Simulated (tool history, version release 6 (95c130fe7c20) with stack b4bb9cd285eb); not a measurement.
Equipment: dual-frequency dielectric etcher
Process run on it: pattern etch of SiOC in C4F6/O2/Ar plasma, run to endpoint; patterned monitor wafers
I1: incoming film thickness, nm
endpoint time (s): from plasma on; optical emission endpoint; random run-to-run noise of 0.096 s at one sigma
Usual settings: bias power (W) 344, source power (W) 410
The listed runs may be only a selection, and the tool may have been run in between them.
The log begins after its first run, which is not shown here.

run 2 hour=49.6 | bias_power_(W)=411 source_power_(W)=460 | I1=30.92 | endpoint_time_(s)=9.9
run 3 hour=91.9 | bias_power_(W)=344 source_power_(W)=410 | I1=31.33 | endpoint_time_(s)=11.5
run 4 hour=136.6 | bias_power_(W)=344 source_power_(W)=410 | I1=31.69 | endpoint_time_(s)=11.7
run 5 hour=208.1 | bias_power_(W)=344 source_power_(W)=410 | I1=31.15 | endpoint_time_(s)=11.4
-- hour=275.5 wet clean of the chamber
run 6 hour=276 | bias_power_(W)=344 source_power_(W)=410 | I1=31.29 | endpoint_time_(s)=12
run 7 hour=359.5 | bias_power_(W)=344 source_power_(W)=410 | I1=31.52 | endpoint_time_(s)=12.1
run 8 hour=403.8 | bias_power_(W)=344 source_power_(W)=410 | I1=31.32 | endpoint_time_(s)=12
run 9 hour=454.4 | bias_power_(W)=344 source_power_(W)=410 | I1=31.11 | endpoint_time_(s)=11.7
-- hour=472.5 source power generator calibrated
run 10 hour=521.6 | bias_power_(W)=344 source_power_(W)=410 | I1=31.21 | endpoint_time_(s)=11.6
run 11 hour=569.2 | bias_power_(W)=344 source_power_(W)=410 | I1=31.36 | endpoint_time_(s)=11.6
-- hour=651.6 wet clean of the chamber
run 12 hour=652.1 | bias_power_(W)=344 source_power_(W)=410 | I1=31.38 | endpoint_time_(s)=12.1
run 13 hour=680.3 | bias_power_(W)=344 source_power_(W)=480 | I1=31.48 | endpoint_time_(s)=11.4
run 14 hour=731.1 | bias_power_(W)=344 source_power_(W)=340 | I1=31.46 | endpoint_time_(s)=12.9
run 15 hour=760.4 | bias_power_(W)=344 source_power_(W)=340 | I1=31.39 | endpoint_time_(s)=12.9
run 16 hour=789.9 | bias_power_(W)=321 source_power_(W)=370 | I1=31.27 | endpoint_time_(s)=12.8
run 17 hour=855.3 | bias_power_(W)=344 source_power_(W)=410 | I1=31.56 | endpoint_time_(s)=12
run 18 hour=925.2 | bias_power_(W)=419 source_power_(W)=340 | I1=31.25 | endpoint_time_(s)=11.2
run 19 hour=983.5 | bias_power_(W)=344 source_power_(W)=410 | I1=31.12 | endpoint_time_(s)=11.6
run 20 hour=1012 | bias_power_(W)=391 source_power_(W)=410 | I1=31.05 | endpoint_time_(s)=10.7
-- hour=1028.1 bias power generator calibrated
-- hour=1044.3 wet clean of the chamber
-- hour=1068.7 upper electrode replaced
run 21 hour=1069.2 | bias_power_(W)=344 source_power_(W)=410 | I1=31.48 | endpoint_time_(s)=12.1

Run 22 is up next; what results do you expect?
run 22 hour=1082.5 | bias_power_(W)=399 source_power_(W)=490 | I1=31.63 | endpoint_time_(s)=?

{"run 22": {"endpoint time (s)": 10.6}}
The same run, on a tool lacking any hidden state, would have yielded endpoint time (s) 10.6.
